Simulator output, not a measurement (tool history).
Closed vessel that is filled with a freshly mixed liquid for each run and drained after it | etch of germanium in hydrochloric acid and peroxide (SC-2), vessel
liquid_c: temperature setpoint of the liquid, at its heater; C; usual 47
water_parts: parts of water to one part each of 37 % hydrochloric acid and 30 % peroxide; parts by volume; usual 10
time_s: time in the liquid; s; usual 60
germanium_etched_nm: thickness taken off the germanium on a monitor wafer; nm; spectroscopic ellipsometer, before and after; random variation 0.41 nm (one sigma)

run	hour	liquid_c	water_parts	time_s	read-back film thickness of the germanium reference wafer, read on the same gauge (nm)	germanium_etched_nm
1	0	47	6.5	70	107.56	110.41
2	31.5	47	6.5	70	107.53	108.87
3	57.6	47	11.5	60	107.48	90.21
# hour 78.5: gauge calibrated
4	90.1	47	13	60	109.65	90.81
5	124.8	51.5	10	60	109.27	106.48
6	140.7	51.5	10	60	109.09	107.07
7	168.1	37.5	11.5	60	108.81	66.43
8	188.7	47	7.5	60	108.61	93.58
# hour 220.1: chemicals flow meter replaced
9	221.3	47	10	60	108.37	91.6
10	235.7	38	8	85	108.25	97.25
11	261.6	47	10	60	108.06	91.34
12	285.6	47	10	60	107.9	91.81
13	313.7	37.5	11.5	60	107.75	65.77
14	339.4	52	12.5	35	107.59	61.4
15	358.2	51	7.5	60	107.52	105.33
# hour 370.4: thermometer replaced
16	379.6	51.5	14	50	107.4	83.45
17	393.2	53	10	75	107.33	137.5
18	418	47	10	60	107.22	90.82
19	442.6	52.5	5.5	85	107.14	159.76
20	466.8	52	10	80	107.03	142.08
21	497.6	47	10	60	106.92	90.97
22	522.8	57	11.5	60	106.83	121.12
23	553.7	57	13.5	80	106.79	157.9
24	568.4	50.5	15	60	106.76	96.42
25	583.8	47	10	60	106.71	90.09
26	606.1	52	8.5	60	106.67	107.14
27	634.8	56.5	13.5	50	106.59	97.96
28	661.7	47	10	60	106.54	90.73
29	680.8	47	10	60	106.49	90.43
30	710.5	47	11.5	70	106.46	104.09
31	732.1	37.5	5.5	30	106.38	33.67

Some steps in germanium_etched_nm between neighbouring runs. How much of each would the tool show without its hidden state too (settings, what came in, random variation), and how much is left for the hidden state, with any gauge scatter that isn't in both results?
The hidden state here: liquid colder than its thermometer reads (K); chemicals flow above the setpoint (%); peroxide weaker than its label (%); gauge reads high (%).
Run 18 -> 19: liquid_c 47 -> 52.5, water_parts 10 -> 5.5, time_s 60 -> 85. germanium_etched_nm +68.94 nm: hidden state -1.94, all else +70.88.
Run 23 -> 24: liquid_c 57 -> 50.5, water_parts 13.5 -> 15, time_s 80 -> 60. germanium_etched_nm -61.48 nm: hidden state +1.82, all else -63.3.
Run 30 -> 31: liquid_c 47 -> 37.5, water_parts 11.5 -> 5.5, time_s 70 -> 30. germanium_etched_nm -70.42 nm: hidden state +2.34, all else -72.76.
